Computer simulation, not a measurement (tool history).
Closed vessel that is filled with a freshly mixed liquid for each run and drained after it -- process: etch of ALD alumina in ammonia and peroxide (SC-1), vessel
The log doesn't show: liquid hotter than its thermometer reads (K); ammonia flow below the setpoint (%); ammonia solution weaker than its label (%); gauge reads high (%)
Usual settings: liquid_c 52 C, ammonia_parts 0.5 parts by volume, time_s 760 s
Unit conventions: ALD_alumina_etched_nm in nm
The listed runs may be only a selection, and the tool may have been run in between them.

run     day  liquid_c  ammonia_parts  time_s  wafers since the last listed run  hours since the thermometer was replaced  hours since the ammonia flow meter was replaced  hours since the drum of ammonia solution was connected  hours since the gauge calibration  read-back film thickness of the ALD alumina reference wafer, read on the same gauge (nm)  ALD_alumina_etched_nm
  1       0        52           0.55     760                                 0                                     636.2                                            945.3                                                   480.2                             1161.7                                                                                     59.99                  25.33
  2   2.204        52            0.5     760                              1933                                     689.1                                            998.2                                                   533.1                             1214.6                                                                                        60                  25.38
  3   5.646        52            0.5     760                              3019                                     771.7                                           1080.8                                                   615.7                             1297.2                                                                                     59.99                  25.62
      9.488  -- ammonia flow meter replaced
  4   9.562        52            0.5     760                              3399                                     865.7                                              1.8                                                   709.7                             1391.2                                                                                     60.02                  25.85
  5  12.446        52            0.5     650                              2529                                     934.9                                               71                                                   778.9                             1460.4                                                                                        60                  21.95
  6  15.412        52            0.5     650                              2602                                    1006.1                                            142.2                                                   850.1                             1531.6                                                                                     60.01                  21.64
     17.296  -- new drum of ammonia solution connected
  7    19.7        56            0.5     760                              3724                                      1109                                            245.1                                                    57.7                             1634.5                                                                                     60.01                  32.23
  8  21.754        56            0.5     760                              1801                                    1158.3                                            294.4                                                     107                             1683.8                                                                                     60.01                  32.13
  9  24.088        56            0.5     760                              2046                                    1214.3                                            350.4                                                     163                             1739.8                                                                                     60.02                   32.1
 10    27.2        52            0.5     760                              2730                                      1289                                            425.1                                                   237.7                             1814.5                                                                                     60.01                  26.15
 11  31.583        52            0.5     760                              3845                                    1394.2                                            530.3                                                   342.9                             1919.7                                                                                     60.03                  26.07
 12    35.9      46.5            0.5     760                              3786                                    1497.8                                            633.9                                                   446.5                             2023.3                                                                                     59.99                  19.31
     37.838  -- thermometer replaced
 13    38.1        52            0.5     760                              1893                                       6.3                                            686.7                                                   499.3                             2076.1                                                                                     59.99                  24.75
 14  39.967        43            0.5     760                              1637                                      51.1                                            731.5                                                   544.1                             2120.9                                                                                     60.01                   15.1
 15  41.596        52            0.6     760                              1429                                      90.2                                            770.6                                                   583.2                               2160                                                                                     60.01                  25.73
     42.583  -- gauge calibrated
 16  43.708        45           0.65     360                              1853                                     140.9                                            821.3                                                   633.9                                 27                                                                                     59.98                   8.31
 17  45.417      46.5            0.5     760                              1498                                     181.9                                            862.3                                                   674.9                                 68                                                                                     59.98                  18.72
 18  47.842        49            0.6    1135                              2127                                     240.1                                            920.5                                                   733.1                              126.2                                                                                     60.01                  32.16
 19  58.983        52            0.5     760                              9773                                     507.5                                           1187.9                                                  1000.5                              393.6                                                                                     59.99                  25.45
       61.1  -- new drum of ammonia solution connected
 20  61.904        52           0.45     760                              2525                                     577.6                                             1258                                                    19.3                              463.7                                                                                     59.97                  24.78
 21  65.633      60.5            0.5     760                              3271                                     667.1                                           1347.5                                                   108.8                              553.2                                                                                     59.99                  39.94
     67.825  -- ammonia flow meter replaced
 22  68.517      61.5           0.65    1055                              2492                                     736.3                                             16.6                                                     178                              622.4                                                                                     59.99                  59.48
 23  71.642        52            0.3     760                              2741                                     811.3                                             91.6                                                     253                              697.4                                                                                     59.98                  24.21
 24  75.262      60.5            0.5     760                              3176                                     898.2                                            178.5                                                   339.9                              784.3                                                                                     59.98                  40.13
 25  79.062        52            0.5     760                              3333                                     989.4                                            269.7                                                   431.1                              875.5                                                                                     60.01                  25.54
 26  81.771        52            0.5     650                              2375                                    1054.4                                            334.7                                                   496.1                              940.5                                                                                        60                  21.73
 27  83.338      44.5            0.5     625                              1374                                      1092                                            372.3                                                   533.7                              978.1                                                                                        60                  13.93
 28  86.854        47            0.4    1145                              3084                                    1176.4                                            456.7                                                   618.1                             1062.5                                                                                        60                  28.72

Results per run with the tool's hidden condition removed, run-to-run variation unchanged:
run  ALD_alumina_etched_nm
  1                  24.95
  2                  24.97
  3                  25.18
  4                  25.36
  5                  21.51
  6                  21.17
  7                  31.51
  8                  31.37
  9                  31.32
 10                  25.47
 11                  25.34
 12                  18.71
 13                  24.71
 14                  15.05
 15                  25.65
 16                   8.27
 17                  18.63
 18                  31.97
 19                  25.18
 20                  24.48
 21                  39.43
 22                  58.67
 23                  23.81
 24                  39.46
 25                  25.05
 26                  21.29
 27                  13.63
 28                  28.05

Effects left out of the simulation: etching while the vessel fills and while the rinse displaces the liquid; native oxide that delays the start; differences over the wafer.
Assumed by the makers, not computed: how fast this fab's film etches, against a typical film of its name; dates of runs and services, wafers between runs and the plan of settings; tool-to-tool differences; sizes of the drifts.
